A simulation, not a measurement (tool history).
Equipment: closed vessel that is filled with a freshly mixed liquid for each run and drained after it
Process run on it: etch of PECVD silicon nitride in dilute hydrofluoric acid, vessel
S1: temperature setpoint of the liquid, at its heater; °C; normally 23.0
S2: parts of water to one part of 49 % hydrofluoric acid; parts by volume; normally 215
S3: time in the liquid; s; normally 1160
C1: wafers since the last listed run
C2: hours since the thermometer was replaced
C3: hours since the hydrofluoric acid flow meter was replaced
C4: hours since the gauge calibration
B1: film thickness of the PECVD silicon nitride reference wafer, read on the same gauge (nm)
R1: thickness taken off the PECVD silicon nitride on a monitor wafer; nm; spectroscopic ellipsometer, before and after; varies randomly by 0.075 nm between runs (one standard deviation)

| run | hour | S1 | S2 | S3 | C1 | C2 | C3 | C4 | B1 | R1 |
|---|---|---|---|---|---|---|---|---|---|---|
| 1 | 0.0 | 23.0 | 215 | 670 | 0 | 40.6 | 1746.5 | 1023.1 | 110.01 | 6.34 |
| 2 | 81.8 | 23.0 | 215 | 670 | 2717 | 122.4 | 1828.3 | 1104.9 | 110.00 | 6.29 |
| 3 | 165.2 | 23.0 | 215 | 670 | 2770 | 205.8 | 1911.7 | 1188.3 | 110.01 | 6.38 |
| 4 | 225.5 | 23.0 | 215 | 895 | 2003 | 266.1 | 1972.0 | 1248.6 | 110.01 | 8.37 |
| 5 | 320.0 | 23.0 | 215 | 895 | 3139 | 360.6 | 2066.5 | 1343.1 | 109.99 | 8.31 |
| 6 | 426.4 | 23.0 | 215 | 1160 | 3534 | 467.0 | 2172.9 | 1449.5 | 109.99 | 10.89 |
| 7 | 497.7 | 23.0 | 215 | 1010 | 2368 | 538.3 | 2244.2 | 1520.8 | 110.01 | 9.57 |
| 8 | 589.4 | 21.5 | 215 | 1160 | 3046 | 630.0 | 2335.9 | 1612.5 | 110.01 | 9.90 |
|  | 612.8 | gauge calibrated |
| 9 | 660.6 | 21.5 | 215 | 1160 | 2365 | 701.2 | 2407.1 | 47.8 | 110.02 | 9.97 |
| 10 | 710.0 | 25.5 | 255 | 1830 | 1641 | 750.6 | 2456.5 | 97.2 | 110.00 | 16.96 |
| 11 | 763.5 | 26.5 | 155 | 1160 | 1777 | 804.1 | 2510.0 | 150.7 | 110.01 | 19.12 |
| 12 | 859.0 | 23.0 | 215 | 1160 | 3172 | 899.6 | 2605.5 | 246.2 | 110.00 | 10.94 |
|  | 896.8 | thermometer replaced |
| 13 | 899.0 | 23.0 | 215 | 670 | 1295 | 2.2 | 2645.5 | 286.2 | 109.99 | 6.30 |
|  | 932.5 | hydrofluoric acid flow meter replaced |
| 14 | 947.4 | 19.5 | 170 | 555 | 1574 | 50.6 | 14.9 | 334.6 | 110.00 | 5.20 |
| 15 | 1015.9 | 23.0 | 270 | 1160 | 2275 | 119.1 | 83.4 | 403.1 | 110.01 | 8.71 |
| 16 | 1107.9 | 23.0 | 125 | 1400 | 3056 | 211.1 | 175.4 | 495.1 | 110.00 | 22.48 |
| 17 | 1196.7 | 18.5 | 305 | 1160 | 2950 | 299.9 | 264.2 | 583.9 | 110.00 | 5.87 |
| 18 | 1249.7 | 23.0 | 215 | 1685 | 1760 | 352.9 | 317.2 | 636.9 | 110.00 | 15.88 |

For run 19, what comes out?
| 19 | 1344.5 | 19.0 | 150 | 1160 | 3149 | 447.7 | 412.0 | 731.7 | ? | ? |

B1: 109.99
R1: 12.04 nm
If the tool had no hidden condition, the same run with the same run-to-run variation would have returned R1 12.04 nm.

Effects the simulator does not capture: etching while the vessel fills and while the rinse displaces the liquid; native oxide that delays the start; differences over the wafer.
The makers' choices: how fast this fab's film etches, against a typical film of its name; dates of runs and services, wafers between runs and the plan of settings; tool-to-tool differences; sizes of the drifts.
